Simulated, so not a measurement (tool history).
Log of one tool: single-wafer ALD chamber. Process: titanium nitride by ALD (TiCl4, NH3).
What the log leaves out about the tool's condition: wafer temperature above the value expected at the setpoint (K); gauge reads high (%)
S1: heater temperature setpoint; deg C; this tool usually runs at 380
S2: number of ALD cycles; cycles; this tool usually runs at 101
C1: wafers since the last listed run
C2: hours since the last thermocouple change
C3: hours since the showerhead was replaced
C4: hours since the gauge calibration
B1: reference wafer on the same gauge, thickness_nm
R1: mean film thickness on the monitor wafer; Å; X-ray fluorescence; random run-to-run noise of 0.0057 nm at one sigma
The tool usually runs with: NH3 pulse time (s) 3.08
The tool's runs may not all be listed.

{"run": 1, "hour": 0.0, "S1": 380, "S2": 101, "NH3 pulse time (s)": 3.08, "C1": 0, "C2": 1581.3, "C3": 3177.4, "C4": 184.8, "B1": 1.896, "R1": 22.72}
{"run": 2, "hour": 27.6, "S1": 380, "S2": 101, "NH3 pulse time (s)": 3.08, "C1": 42, "C2": 1608.9, "C3": 3205.0, "C4": 212.4, "B1": 1.896, "R1": 22.71}
{"run": 3, "hour": 72.8, "S1": 380, "S2": 101, "NH3 pulse time (s)": 3.08, "C1": 69, "C2": 1654.1, "C3": 3250.2, "C4": 257.6, "B1": 1.897, "R1": 22.81}
{"run": 4, "hour": 211.5, "S1": 380, "S2": 101, "NH3 pulse time (s)": 3.08, "C1": 212, "C2": 1792.8, "C3": 3388.9, "C4": 396.3, "B1": 1.905, "R1": 22.88}
{"run": 5, "hour": 276.9, "S1": 374, "S2": 101, "NH3 pulse time (s)": 3.08, "C1": 100, "C2": 1858.2, "C3": 3454.3, "C4": 461.7, "B1": 1.91, "R1": 22.93}
{"run": 6, "hour": 345.3, "S1": 374, "S2": 101, "NH3 pulse time (s)": 3.08, "C1": 104, "C2": 1926.6, "C3": 3522.7, "C4": 530.1, "B1": 1.916, "R1": 22.91}
{"run": 7, "hour": 395.8, "S1": 374, "S2": 101, "NH3 pulse time (s)": 3.08, "C1": 77, "C2": 1977.1, "C3": 3573.2, "C4": 580.6, "B1": 1.922, "R1": 23.04}
{"hour": 410.1, "done": "showerhead replaced"}
{"run": 8, "hour": 452.0, "S1": 376, "S2": 117, "NH3 pulse time (s)": 4.29, "C1": 73, "C2": 2033.3, "C3": 41.9, "C4": 636.8, "B1": 1.927, "R1": 27.05}
{"hour": 493.2, "done": "gauge calibrated"}
{"hour": 502.2, "done": "thermocouple changed; heater temperature recalibrated"}
{"run": 9, "hour": 518.3, "S1": 370, "S2": 113, "NH3 pulse time (s)": 2.06, "C1": 89, "C2": 16.1, "C3": 108.2, "C4": 25.1, "B1": 1.892, "R1": 24.67}
{"run": 10, "hour": 560.9, "S1": 376, "S2": 101, "NH3 pulse time (s)": 1.93, "C1": 65, "C2": 58.7, "C3": 150.8, "C4": 67.7, "B1": 1.892, "R1": 22.19}
{"run": 11, "hour": 604.4, "S1": 393, "S2": 110, "NH3 pulse time (s)": 2.71, "C1": 66, "C2": 102.2, "C3": 194.3, "C4": 111.2, "B1": 1.892, "R1": 24.76}
{"run": 12, "hour": 628.6, "S1": 369, "S2": 109, "NH3 pulse time (s)": 4.13, "C1": 37, "C2": 126.4, "C3": 218.5, "C4": 135.4, "B1": 1.893, "R1": 24.57}
{"run": 13, "hour": 804.2, "S1": 380, "S2": 83, "NH3 pulse time (s)": 3.08, "C1": 268, "C2": 302.0, "C3": 394.1, "C4": 311.0, "B1": 1.9, "R1": 18.78}
{"run": 14, "hour": 842.2, "S1": 380, "S2": 101, "NH3 pulse time (s)": 3.08, "C1": 58, "C2": 340.0, "C3": 432.1, "C4": 349.0, "B1": 1.903, "R1": 22.81}

Below are 3 alternative next runs, each starting from the tool's condition after run 14. Predict each:
{"run": "A", "hour": 842.9, "S1": 380, "S2": 118, "NH3 pulse time (s)": 3.08, "C1": 1, "C2": 340.7, "C3": 432.8, "C4": 349.7, "B1": "?", "R1": "?"}
{"run": "B", "hour": 842.9, "S1": 380, "S2": 90, "NH3 pulse time (s)": 2.76, "C1": 1, "C2": 340.7, "C3": 432.8, "C4": 349.7, "B1": "?", "R1": "?"}
{"run": "C", "hour": 842.9, "S1": 391, "S2": 101, "NH3 pulse time (s)": 3.08, "C1": 1, "C2": 340.7, "C3": 432.8, "C4": 349.7, "B1": "?", "R1": "?"}

run=A B1=1.903 R1=26.75
run=B B1=1.903 R1=20.32
run=C B1=1.903 R1=23.02
Take away the tool's hidden state, keep each run's random variation, and the runs would have read:
run=A R1=26.58
run=B R1=20.19
run=C R1=22.88
